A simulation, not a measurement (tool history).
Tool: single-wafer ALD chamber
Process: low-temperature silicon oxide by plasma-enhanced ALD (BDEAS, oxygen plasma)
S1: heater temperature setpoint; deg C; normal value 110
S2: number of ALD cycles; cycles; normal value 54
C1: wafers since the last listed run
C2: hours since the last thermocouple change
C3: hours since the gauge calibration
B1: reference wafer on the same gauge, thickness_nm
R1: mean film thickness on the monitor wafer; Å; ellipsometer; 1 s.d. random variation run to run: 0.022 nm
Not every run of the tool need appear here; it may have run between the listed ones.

run	hour	S1	S2	C1	C2	C3	B1	R1
1	0	110	54	0	334.3	541	7.19	78.3
2	37.6	110	54	271	371.9	578.6	7.192	78.67
3	85.9	110	54	348	420.2	626.9	7.193	78.44
4	170.3	110	47	609	504.6	711.3	7.196	68.21
# hour 253.4: gauge calibrated
5	266.8	104	54	696	601.1	13.4	7.068	77.67
6	414	104	54	1062	748.3	160.6	7.115	78.41
7	458.9	110	54	324	793.2	205.5	7.125	77.58
8	519.2	110	54	435	853.5	265.8	7.139	78
9	574.4	99	57	398	908.7	321	7.143	83.97
10	659.7	104	54	615	994	406.3	7.159	79.23
11	722.1	110	54	450	1056.4	468.7	7.158	78.35
12	758.1	97	65	259	1092.4	504.7	7.164	96.53
13	845.8	110	43	633	1180.1	592.4	7.165	62.68
# hour 934.6: gauge calibrated
14	940.2	119	54	681	1274.5	5.6	7.071	76.15
# hour 950: thermocouple changed; heater temperature recalibrated
15	1134.7	106	59	1346	184.7	200.1	7.129	85.18
16	1207.3	115	60	524	257.3	272.7	7.14	85.6

Hidden state, per run?
wafer temperature above the value expected at the setpoint (K): 0, the same for each run
H1: gauge reads high (%)
run	H1
1	1.67
2	1.7
3	1.72
4	1.76
5	0.00797
6	0.682
7	0.817
8	0.964
9	1.07
10	1.19
11	1.26
12	1.29
13	1.34
14	-0.0301
15	0.813
16	0.989

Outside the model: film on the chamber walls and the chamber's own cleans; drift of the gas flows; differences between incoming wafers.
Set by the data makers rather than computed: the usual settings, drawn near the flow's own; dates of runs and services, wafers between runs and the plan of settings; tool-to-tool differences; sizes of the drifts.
